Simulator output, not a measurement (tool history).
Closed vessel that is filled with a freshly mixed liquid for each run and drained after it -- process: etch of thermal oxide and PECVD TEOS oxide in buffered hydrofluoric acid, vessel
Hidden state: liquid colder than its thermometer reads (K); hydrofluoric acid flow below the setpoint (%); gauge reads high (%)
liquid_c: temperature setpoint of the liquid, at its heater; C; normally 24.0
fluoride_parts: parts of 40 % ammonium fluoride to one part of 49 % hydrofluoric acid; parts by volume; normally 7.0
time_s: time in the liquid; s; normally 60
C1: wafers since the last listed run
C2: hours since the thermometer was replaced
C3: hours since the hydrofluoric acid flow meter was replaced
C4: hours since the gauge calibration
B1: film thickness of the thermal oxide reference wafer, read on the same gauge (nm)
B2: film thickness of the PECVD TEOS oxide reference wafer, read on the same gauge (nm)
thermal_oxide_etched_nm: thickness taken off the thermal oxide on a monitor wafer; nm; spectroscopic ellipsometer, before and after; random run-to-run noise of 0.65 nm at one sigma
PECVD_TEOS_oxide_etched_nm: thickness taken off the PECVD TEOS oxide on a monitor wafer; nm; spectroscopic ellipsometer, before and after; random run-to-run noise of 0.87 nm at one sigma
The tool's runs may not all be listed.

{"run": 1, "day": 0.0, "liquid_c": 24.0, "fluoride_parts": 7.0, "time_s": 60, "C1": 0, "C2": 223.8, "C3": 152.2, "C4": 749.2, "B1": 70.01, "B2": 60.01, "thermal_oxide_etched_nm": 90.03, "PECVD_TEOS_oxide_etched_nm": 242.28}
{"run": 2, "day": 1.058, "liquid_c": 24.0, "fluoride_parts": 7.0, "time_s": 35, "C1": 2098, "C2": 249.2, "C3": 177.6, "C4": 774.6, "B1": 70.0, "B2": 59.97, "thermal_oxide_etched_nm": 52.08, "PECVD_TEOS_oxide_etched_nm": 142.05}
{"run": 3, "day": 3.25, "liquid_c": 24.0, "fluoride_parts": 7.0, "time_s": 60, "C1": 4345, "C2": 301.8, "C3": 230.2, "C4": 827.2, "B1": 70.01, "B2": 60.02, "thermal_oxide_etched_nm": 88.29, "PECVD_TEOS_oxide_etched_nm": 242.41}
{"run": 4, "day": 4.896, "liquid_c": 24.0, "fluoride_parts": 7.0, "time_s": 60, "C1": 3263, "C2": 341.3, "C3": 269.7, "C4": 866.7, "B1": 70.02, "B2": 60.0, "thermal_oxide_etched_nm": 89.53, "PECVD_TEOS_oxide_etched_nm": 242.83}
{"run": 5, "day": 13.588, "liquid_c": 24.0, "fluoride_parts": 8.5, "time_s": 60, "C1": 17232, "C2": 549.9, "C3": 478.3, "C4": 1075.3, "B1": 70.01, "B2": 59.99, "thermal_oxide_etched_nm": 71.44, "PECVD_TEOS_oxide_etched_nm": 195.17}
{"run": 6, "day": 16.121, "liquid_c": 24.0, "fluoride_parts": 7.0, "time_s": 60, "C1": 5022, "C2": 610.7, "C3": 539.1, "C4": 1136.1, "B1": 70.03, "B2": 60.02, "thermal_oxide_etched_nm": 87.9, "PECVD_TEOS_oxide_etched_nm": 237.87}
{"run": 7, "day": 17.146, "liquid_c": 25.5, "fluoride_parts": 9.0, "time_s": 45, "C1": 2032, "C2": 635.3, "C3": 563.7, "C4": 1160.7, "B1": 69.99, "B2": 59.99, "thermal_oxide_etched_nm": 55.38, "PECVD_TEOS_oxide_etched_nm": 150.04}
{"run": 8, "day": 19.488, "liquid_c": 26.0, "fluoride_parts": 10.0, "time_s": 85, "C1": 4642, "C2": 691.5, "C3": 619.9, "C4": 1216.9, "B1": 69.98, "B2": 60.01, "thermal_oxide_etched_nm": 98.86, "PECVD_TEOS_oxide_etched_nm": 271.43}
{"run": 9, "day": 20.988, "liquid_c": 27.0, "fluoride_parts": 5.0, "time_s": 40, "C1": 2973, "C2": 727.5, "C3": 655.9, "C4": 1252.9, "B1": 70.0, "B2": 60.02, "thermal_oxide_etched_nm": 92.42, "PECVD_TEOS_oxide_etched_nm": 251.63}
{"run": 10, "day": 23.9, "liquid_c": 24.0, "fluoride_parts": 7.0, "time_s": 60, "C1": 5774, "C2": 797.4, "C3": 725.8, "C4": 1322.8, "B1": 69.97, "B2": 60.0, "thermal_oxide_etched_nm": 87.69, "PECVD_TEOS_oxide_etched_nm": 236.83}
{"run": 11, "day": 26.542, "liquid_c": 22.0, "fluoride_parts": 5.0, "time_s": 60, "C1": 5237, "C2": 860.8, "C3": 789.2, "C4": 1386.2, "B1": 70.0, "B2": 59.99, "thermal_oxide_etched_nm": 105.32, "PECVD_TEOS_oxide_etched_nm": 285.82}
{"run": 12, "day": 34.104, "liquid_c": 24.0, "fluoride_parts": 6.0, "time_s": 60, "C1": 14993, "C2": 1042.3, "C3": 970.7, "C4": 1567.7, "B1": 69.95, "B2": 60.03, "thermal_oxide_etched_nm": 100.03, "PECVD_TEOS_oxide_etched_nm": 268.72}
{"day": 35.654, "done": "gauge calibrated"}
{"run": 13, "day": 36.962, "liquid_c": 24.0, "fluoride_parts": 9.5, "time_s": 45, "C1": 5667, "C2": 1110.9, "C3": 1039.3, "C4": 31.4, "B1": 70.02, "B2": 59.99, "thermal_oxide_etched_nm": 47.95, "PECVD_TEOS_oxide_etched_nm": 132.76}
{"run": 14, "day": 38.092, "liquid_c": 25.5, "fluoride_parts": 7.0, "time_s": 60, "C1": 2238, "C2": 1138.0, "C3": 1066.4, "C4": 58.5, "B1": 69.99, "B2": 59.99, "thermal_oxide_etched_nm": 93.34, "PECVD_TEOS_oxide_etched_nm": 254.61}
{"run": 15, "day": 41.0, "liquid_c": 20.5, "fluoride_parts": 7.0, "time_s": 60, "C1": 5766, "C2": 1207.8, "C3": 1136.2, "C4": 128.3, "B1": 70.0, "B2": 59.98, "thermal_oxide_etched_nm": 70.66, "PECVD_TEOS_oxide_etched_nm": 192.68}
{"run": 16, "day": 43.008, "liquid_c": 21.0, "fluoride_parts": 8.5, "time_s": 30, "C1": 3981, "C2": 1256.0, "C3": 1184.4, "C4": 176.5, "B1": 69.99, "B2": 60.02, "thermal_oxide_etched_nm": 29.4, "PECVD_TEOS_oxide_etched_nm": 79.76}
{"run": 17, "day": 45.938, "liquid_c": 28.0, "fluoride_parts": 7.0, "time_s": 75, "C1": 5807, "C2": 1326.3, "C3": 1254.7, "C4": 246.8, "B1": 69.94, "B2": 60.0, "thermal_oxide_etched_nm": 131.44, "PECVD_TEOS_oxide_etched_nm": 357.15}
{"run": 18, "day": 47.642, "liquid_c": 24.0, "fluoride_parts": 7.0, "time_s": 60, "C1": 3378, "C2": 1367.2, "C3": 1295.6, "C4": 287.7, "B1": 70.03, "B2": 59.98, "thermal_oxide_etched_nm": 85.17, "PECVD_TEOS_oxide_etched_nm": 232.21}
{"run": 19, "day": 49.229, "liquid_c": 24.0, "fluoride_parts": 7.0, "time_s": 60, "C1": 3147, "C2": 1405.3, "C3": 1333.7, "C4": 325.8, "B1": 70.01, "B2": 59.99, "thermal_oxide_etched_nm": 84.37, "PECVD_TEOS_oxide_etched_nm": 231.03}
{"day": 50.146, "done": "thermometer replaced"}
{"run": 20, "day": 51.796, "liquid_c": 24.0, "fluoride_parts": 7.0, "time_s": 80, "C1": 5006, "C2": 39.6, "C3": 1395.3, "C4": 387.4, "B1": 70.02, "B2": 59.99, "thermal_oxide_etched_nm": 112.72, "PECVD_TEOS_oxide_etched_nm": 306.74}
{"run": 21, "day": 53.562, "liquid_c": 26.5, "fluoride_parts": 7.0, "time_s": 60, "C1": 3502, "C2": 82.0, "C3": 1437.7, "C4": 429.8, "B1": 70.01, "B2": 60.0, "thermal_oxide_etched_nm": 96.63, "PECVD_TEOS_oxide_etched_nm": 261.78}
{"run": 22, "day": 58.329, "liquid_c": 27.0, "fluoride_parts": 5.5, "time_s": 90, "C1": 9450, "C2": 196.4, "C3": 1552.1, "C4": 544.2, "B1": 70.02, "B2": 59.99, "thermal_oxide_etched_nm": 187.33, "PECVD_TEOS_oxide_etched_nm": 504.55}
{"run": 23, "day": 60.283, "liquid_c": 26.5, "fluoride_parts": 5.5, "time_s": 70, "C1": 3874, "C2": 243.3, "C3": 1599.0, "C4": 591.1, "B1": 69.99, "B2": 60.0, "thermal_oxide_etched_nm": 140.23, "PECVD_TEOS_oxide_etched_nm": 381.03}

What does the tool deliver on the next run?
{"run": 24, "day": 62.738, "liquid_c": 26.0, "fluoride_parts": 6.0, "time_s": 30, "C1": 4865, "C2": 302.2, "C3": 1657.9, "C4": 650.0, "B1": "?", "B2": "?", "thermal_oxide_etched_nm": "?", "PECVD_TEOS_oxide_etched_nm": "?"}

{"run 24": {"B1": 70.02, "B2": 59.98, "thermal_oxide_etched_nm": 54.41, "PECVD_TEOS_oxide_etched_nm": 147.5}}
If the tool had no hidden condition, the same run with the same run-to-run variation would have returned thermal_oxide_etched_nm 58.10 nm, PECVD_TEOS_oxide_etched_nm 157.50 nm.

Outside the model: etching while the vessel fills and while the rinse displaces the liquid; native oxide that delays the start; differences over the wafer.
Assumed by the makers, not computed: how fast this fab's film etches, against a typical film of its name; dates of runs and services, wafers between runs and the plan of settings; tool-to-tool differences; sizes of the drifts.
